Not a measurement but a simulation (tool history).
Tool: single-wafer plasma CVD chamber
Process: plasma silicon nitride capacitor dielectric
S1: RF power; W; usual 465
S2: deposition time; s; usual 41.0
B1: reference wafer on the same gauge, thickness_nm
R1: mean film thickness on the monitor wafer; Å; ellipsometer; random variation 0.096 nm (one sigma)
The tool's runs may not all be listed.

{"run": 1, "hour": 0.0, "S1": 465, "S2": 41.0, "B1": 68.17, "R1": 637.64}
{"run": 2, "hour": 14.8, "S1": 465, "S2": 41.0, "B1": 68.224, "R1": 638.33}
{"run": 3, "hour": 27.4, "S1": 465, "S2": 41.0, "B1": 68.255, "R1": 640.08}
{"run": 4, "hour": 41.8, "S1": 465, "S2": 41.0, "B1": 68.334, "R1": 637.75}
{"run": 5, "hour": 52.5, "S1": 465, "S2": 41.0, "B1": 68.37, "R1": 638.54}
{"run": 6, "hour": 62.2, "S1": 465, "S2": 41.0, "B1": 68.436, "R1": 640.01}
{"run": 7, "hour": 74.3, "S1": 465, "S2": 41.0, "B1": 68.496, "R1": 640.24}
{"run": 8, "hour": 91.1, "S1": 465, "S2": 41.0, "B1": 68.042, "R1": 637.38}
{"run": 9, "hour": 108.1, "S1": 465, "S2": 41.0, "B1": 68.095, "R1": 637.76}
{"run": 10, "hour": 121.7, "S1": 465, "S2": 41.0, "B1": 68.092, "R1": 639.69}
{"run": 11, "hour": 137.3, "S1": 465, "S2": 41.0, "B1": 68.108, "R1": 637.03}
{"run": 12, "hour": 148.6, "S1": 385, "S2": 43.8, "B1": 68.122, "R1": 629.34}
{"run": 13, "hour": 157.0, "S1": 560, "S2": 43.2, "B1": 68.154, "R1": 721.64}
{"run": 14, "hour": 163.5, "S1": 535, "S2": 34.4, "B1": 68.183, "R1": 567.28}
{"run": 15, "hour": 181.4, "S1": 430, "S2": 48.1, "B1": 68.231, "R1": 726.73}
{"run": 16, "hour": 187.9, "S1": 380, "S2": 48.9, "B1": 68.277, "R1": 699.62}
{"run": 17, "hour": 235.0, "S1": 440, "S2": 41.0, "B1": 68.106, "R1": 623.42}
{"run": 18, "hour": 245.9, "S1": 500, "S2": 38.8, "B1": 68.117, "R1": 622.01}
{"run": 19, "hour": 262.0, "S1": 425, "S2": 36.5, "B1": 68.161, "R1": 548.74}

Taken out of this log: 4 entries between the listed runs. Where each belongs, and how the hidden state differs across it:
Between runs 7 and 8: gauge calibrated (hour 83.0)
  gauge reads high (%): 0.557 -> -0.0537
  measured less the result without the state, R1: +3.54 -> -0.34 Å
Between runs 8 and 9: showerhead replaced (hour 107.6)
  gauge reads high (%): -0.0537 -> -0.0371
  measured less the result without the state, R1: -0.34 -> -0.24 Å
Between runs 14 and 15: RF generator calibrated (hour 180.9)
  gauge reads high (%): 0.135 -> 0.23
  measured less the result without the state, R1: +0.77 -> +1.67 Å
Between runs 16 and 17: gauge calibrated (hour 200.6)
  gauge reads high (%): 0.269 -> -0.000778
  measured less the result without the state, R1: +1.88 -> +0.00 Å
